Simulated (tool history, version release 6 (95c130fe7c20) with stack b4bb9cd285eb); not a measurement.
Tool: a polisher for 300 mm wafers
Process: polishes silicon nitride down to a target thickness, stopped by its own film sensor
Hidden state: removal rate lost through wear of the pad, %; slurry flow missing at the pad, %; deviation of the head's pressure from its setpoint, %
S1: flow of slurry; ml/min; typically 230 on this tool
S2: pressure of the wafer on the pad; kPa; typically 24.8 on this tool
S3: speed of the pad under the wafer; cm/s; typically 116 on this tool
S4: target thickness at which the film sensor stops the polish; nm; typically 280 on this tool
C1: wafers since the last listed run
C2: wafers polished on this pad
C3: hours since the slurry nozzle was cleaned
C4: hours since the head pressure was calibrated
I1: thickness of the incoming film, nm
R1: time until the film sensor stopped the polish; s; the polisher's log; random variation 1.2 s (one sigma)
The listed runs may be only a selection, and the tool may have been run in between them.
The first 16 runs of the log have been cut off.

Run 17, hour 215.3: usual settings; C1 72; C2 297; C3 505.0; C4 73.5; I1 483.2. Result: R1 112.8 s.
Run 18, hour 232.5: usual settings; C1 107; C2 404; C3 522.2; C4 90.7; I1 490.9. Result: R1 115.0 s.
Run 19, hour 248.9: usual settings; C1 102; C2 506; C3 538.6; C4 107.1; I1 474.8. Result: R1 109.2 s.
At hour 252.8: slurry nozzle cleaned.
Run 20, hour 263.7: usual settings; C1 86; C2 592; C3 10.9; C4 121.9; I1 486.6. Result: R1 117.4 s.
Run 21, hour 272.6: usual settings but S3 150 cm/s; C1 55; C2 648; C3 19.8; C4 130.8; I1 475.6. Result: R1 91.1 s.
Run 22, hour 287.1: usual settings but S1 300 ml/min, S4 320 nm; C1 90; C2 738; C3 34.3; C4 145.3; I1 478.9. Result: R1 86.5 s.
Run 23, hour 295.3: usual settings but S1 165 ml/min, S3 126 cm/s, S4 226 nm; C1 51; C2 789; C3 42.5; C4 153.5; I1 478.0. Result: R1 135.7 s.
Run 24, hour 311.0: usual settings but S1 255 ml/min, S2 16.5 kPa, S4 339 nm; C1 97; C2 887; C3 58.2; C4 169.2; I1 480.6. Result: R1 120.3 s.
Run 25, hour 319.9: usual settings but S3 100 cm/s; C1 55; C2 943; C3 67.1; C4 178.1; I1 478.0. Result: R1 125.9 s.
Run 26, hour 331.0: usual settings but S1 265 ml/min, S2 16.5 kPa, S3 96 cm/s, S4 334 nm; C1 69; C2 1012; C3 78.2; C4 189.2; I1 486.3. Result: R1 149.4 s.
Run 27, hour 342.9: usual settings but S1 260 ml/min, S2 22.1 kPa, S4 212 nm; C1 74; C2 1086; C3 90.1; C4 201.1; I1 481.5. Result: R1 174.2 s.
At hour 357.0: worn pad replaced by a new one.
Run 28, hour 357.7: usual settings; C1 67; C2 4; C3 104.9; C4 215.9; I1 473.9. Result: R1 112.7 s.
Run 29, hour 368.6: usual settings but S4 313 nm; C1 67; C2 72; C3 115.8; C4 226.8; I1 483.8. Result: R1 98.1 s.
Run 30, hour 384.8: usual settings but S2 32.4 kPa, S3 102 cm/s, S4 255 nm; C1 101; C2 173; C3 132.0; C4 243.0; I1 475.2. Result: R1 106.6 s.
Run 31, hour 399.3: usual settings but S1 210 ml/min, S2 33.1 kPa, S4 259 nm; C1 90; C2 264; C3 146.5; C4 257.5; I1 486.3. Result: R1 99.2 s.
Run 32, hour 411.4: usual settings but S1 205 ml/min, S4 350 nm; C1 75; C2 339; C3 158.6; C4 269.6; I1 484.6. Result: R1 79.0 s.
Run 33, hour 425.9: usual settings but S2 21.4 kPa; C1 90; C2 429; C3 173.1; C4 284.1; I1 486.4. Result: R1 143.3 s.
Run 34, hour 439.8: usual settings but S1 265 ml/min, S2 16.5 kPa, S3 96 cm/s, S4 334 nm; C1 86; C2 516; C3 187.0; C4 298.0; I1 486.3. Result: R1 149.9 s.
Run 35, hour 447.0: usual settings; C1 44; C2 561; C3 194.2; C4 305.2; I1 473.3. Result: R1 112.0 s.
Run 36, hour 463.0: usual settings but S1 270 ml/min, S2 29.0 kPa, S3 82 cm/s, S4 230 nm; C1 99; C2 661; C3 210.2; C4 321.2; I1 482.6. Result: R1 160.7 s.
Run 37, hour 473.3: usual settings but S1 170 ml/min, S2 31.7 kPa, S3 92 cm/s, S4 222 nm; C1 64; C2 725; C3 220.5; C4 331.5; I1 484.2. Result: R1 146.0 s.

What if the next run were any one of these 4? Each begins from the tool's condition after run 37:
Run A, hour 473.8: usual settings; C1 3; C2 728; C3 221.0; C4 332.0; I1 474.4. Result: R1 ?.
Run B, hour 473.8: usual settings but S1 300 ml/min, S2 31.7 kPa, S4 340 nm; C1 3; C2 728; C3 221.0; C4 332.0; I1 474.4. Result: R1 ?.
Run C, hour 473.8: usual settings but S1 175 ml/min, S2 33.8 kPa; C1 3; C2 728; C3 221.0; C4 332.0; I1 474.4. Result: R1 ?.
Run D, hour 473.8: usual settings but S3 138 cm/s, S4 318 nm; C1 3; C2 728; C3 221.0; C4 332.0; I1 474.4. Result: R1 ?.

run     R1
  A  113.9
  B   60.1
  C   86.2
  D   80.5
Without the tool's unlogged condition, the same runs would have read:
run     R1
  A  104.3
  B   55.1
  C   79.0
  D   73.7

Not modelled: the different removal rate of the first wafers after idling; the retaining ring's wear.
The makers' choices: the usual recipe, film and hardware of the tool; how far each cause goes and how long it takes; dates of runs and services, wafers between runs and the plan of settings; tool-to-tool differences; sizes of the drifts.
